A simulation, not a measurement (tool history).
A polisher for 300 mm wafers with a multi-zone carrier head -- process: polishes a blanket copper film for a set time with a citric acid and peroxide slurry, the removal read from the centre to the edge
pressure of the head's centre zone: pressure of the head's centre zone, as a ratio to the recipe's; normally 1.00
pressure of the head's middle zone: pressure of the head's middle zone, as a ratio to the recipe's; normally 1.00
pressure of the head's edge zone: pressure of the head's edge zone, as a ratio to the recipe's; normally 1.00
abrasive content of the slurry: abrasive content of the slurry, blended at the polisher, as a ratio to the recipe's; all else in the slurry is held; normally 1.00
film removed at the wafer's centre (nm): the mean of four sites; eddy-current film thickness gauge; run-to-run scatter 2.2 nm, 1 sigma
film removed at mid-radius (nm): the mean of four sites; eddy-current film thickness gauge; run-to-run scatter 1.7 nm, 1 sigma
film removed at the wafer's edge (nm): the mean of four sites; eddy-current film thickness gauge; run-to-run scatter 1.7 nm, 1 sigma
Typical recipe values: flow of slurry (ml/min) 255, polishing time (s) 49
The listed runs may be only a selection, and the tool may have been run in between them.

run	day	flow of slurry (ml/min)	pressure of the head's centre zone	pressure of the head's middle zone	pressure of the head's edge zone	abrasive content of the slurry	polishing time (s)	incoming thickness of the incoming film, nm	film removed at the wafer's centre (nm)	film removed at mid-radius (nm)	film removed at the wafer's edge (nm)
1	0.000	255	1.00	1.07	0.92	1.00	49	1080.6	150.4	159.5	152.3
2	0.933	255	1.00	1.07	0.92	1.00	49	1086.3	147.0	162.2	148.2
3	1.983	255	1.00	1.00	1.00	1.00	49	1068.6	148.0	152.9	151.1
# day 2.871: worn pad replaced by a new one
4	2.996	255	1.00	1.00	1.00	1.00	49	1083.4	156.5	164.1	165.1
# day 3.529: carrier head's membrane replaced by a new one
5	4.012	255	1.00	1.00	1.00	1.00	49	1092.9	154.1	156.5	160.5
# day 4.750: slurry nozzle cleaned
6	4.829	255	0.93	1.00	1.00	1.15	49	1079.0	148.5	161.9	163.1
7	5.521	255	1.00	1.00	1.00	1.15	49	1079.6	152.3	161.4	164.1
8	8.604	255	1.00	1.00	1.00	1.15	49	1084.9	155.9	160.7	160.9
# day 9.004: centre zone pressure recalibrated
# day 9.021: edge zone pressure recalibrated
9	9.142	255	0.92	0.95	1.00	0.90	49	1070.4	135.7	147.3	151.4
# day 9.671: worn pad replaced by a new one
10	11.804	255	1.00	1.00	1.00	1.00	49	1072.1	150.6	157.2	157.2
11	12.475	255	1.11	1.00	1.00	1.15	34	1090.5	120.8	110.5	112.1
12	13.858	220	1.00	1.11	1.00	1.00	49	1063.7	146.8	160.4	152.1
# day 15.488: worn pad replaced by a new one
13	16.379	290	1.00	1.00	1.00	1.00	49	1101.9	156.5	166.6	159.7
14	17.588	255	1.00	1.06	1.00	1.20	49	1090.7	162.7	170.3	163.7
15	18.183	255	1.00	1.00	1.00	1.00	49	1080.2	147.8	157.5	157.7
# day 18.858: slurry nozzle cleaned
16	18.983	255	1.00	1.00	0.94	1.00	49	1082.0	151.7	155.0	150.9
17	20.458	255	1.00	0.92	1.08	1.00	49	1072.9	153.0	148.0	162.0
# day 21.271: worn pad replaced by a new one
18	21.412	255	1.00	1.00	0.93	1.00	41	1081.2	131.2	137.7	130.6
19	22.300	255	1.11	1.10	1.09	1.00	42	1080.0	144.7	145.6	140.8
20	23.367	255	1.09	1.00	1.00	1.00	49	1069.1	162.3	155.1	159.0
21	24.792	305	1.00	1.00	1.04	1.00	37	1054.9	113.8	118.3	119.7
22	25.883	255	1.00	1.00	1.00	1.00	49	1099.2	147.4	150.9	154.2

What if the next run were any one of these 3? Each begins from the tool's condition after run 22:
A	25.900	255	1.00	1.00	1.00	1.00	49	1100.0	?	?	?
B	25.900	165	1.00	1.00	1.12	0.80	55	1100.0	?	?	?
C	25.900	320	1.00	1.00	1.00	1.00	49	1100.0	?	?	?

run	film removed at the wafer's centre (nm)	film removed at mid-radius (nm)	film removed at the wafer's edge (nm)
A	147.4	153.9	154.4
B	146.3	153.9	165.0
C	151.2	157.5	157.2
Had the tool no hidden state, the same runs would have come out as:
run	film removed at the wafer's centre (nm)	film removed at mid-radius (nm)	film removed at the wafer's edge (nm)
A	158.3	165.3	165.9
B	157.2	165.3	177.3
C	162.5	169.2	168.9
